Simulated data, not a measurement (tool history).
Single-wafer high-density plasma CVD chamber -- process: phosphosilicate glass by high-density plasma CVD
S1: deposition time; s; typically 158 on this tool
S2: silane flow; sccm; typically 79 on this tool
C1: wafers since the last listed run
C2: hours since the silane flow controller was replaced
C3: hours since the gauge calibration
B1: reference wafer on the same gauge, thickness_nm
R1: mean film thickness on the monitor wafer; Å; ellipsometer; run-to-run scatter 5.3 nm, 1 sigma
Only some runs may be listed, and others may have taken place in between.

run	hour	S1	S2	C1	C2	C3	B1	R1
1	0	158	73	0	4012	180.9	1530.104	13293.01
2	63.3	158	79	812	4075.3	244.2	1529.269	14296.78
3	111.4	158	79	617	4123.4	292.3	1530.059	14252.44
4	138.9	158	79	352	4150.9	319.8	1530.993	14378.25
5	205.5	165	79	854	4217.5	386.4	1532.197	14888.2
6	252.9	165	79	608	4264.9	433.8	1528.18	14999.59
7	280.2	165	79	350	4292.2	461.1	1530.676	14993.68
8	308.7	134	79	365	4320.7	489.6	1529.09	12182.14
9	348.6	134	79	511	4360.6	529.5	1530.309	12183.49
10	392.2	158	87	559	4404.2	573.1	1530.45	15862.32
11	418.8	158	87	341	4430.8	599.7	1530.42	15763.57
12	464.8	177	79	590	4476.8	645.7	1530.721	16059.93
13	524.3	177	79	763	4536.3	705.2	1529.287	16112.67
14	549	177	79	316	4561	729.9	1529.371	16144.31
15	604.7	158	79	714	4616.7	785.6	1530.817	14483.24
# hour 623.9: silane flow controller replaced
16	665.1	158	79	672	41.2	846	1531.089	13529.01
17	726.2	140	90	783	102.3	907.1	1530.413	13634.38
18	846.3	158	72	1541	222.4	1027.2	1530.259	12346.59
19	885.9	134	79	508	262	1066.8	1529.316	11436.26
20	918.5	173	79	418	294.6	1099.4	1529.029	14728.15
21	947.1	158	79	366	323.2	1128	1530.674	13549.77
22	990.9	150	90	562	367	1171.8	1528.788	14684.29
23	1059	130	79	873	435.1	1239.9	1530.319	11228.03
# hour 1134.2: gauge calibrated
24	1189.7	134	71	1677	565.8	55.5	1529.398	10435.16
25	1238.7	128	68	628	614.8	104.5	1528.929	9487.01
26	1274.8	129	85	463	650.9	140.6	1529.404	11891.64
27	1345	186	64	900	721.1	210.8	1530.901	13121.22
28	1399.1	158	94	694	775.2	264.9	1530.035	16268.25
29	1450.8	172	79	663	826.9	316.6	1528.511	14875.94
30	1518.6	189	69	869	894.7	384.4	1529.738	14320.4

State the hidden condition of the tool at each of the runs:
gauge reads high (%): 0 across all the runs
H1: delivered silane flow above the setpoint (%)
run	H1
1	6.08
2	6.17
3	6.23
4	6.27
5	6.36
6	6.42
7	6.46
8	6.49
9	6.55
10	6.6
11	6.64
12	6.7
13	6.78
14	6.81
15	6.88
16	0.334
17	0.415
18	0.574
19	0.626
20	0.669
21	0.707
22	0.765
23	0.855
24	1.03
25	1.09
26	1.14
27	1.23
28	1.31
29	1.37
30	1.46
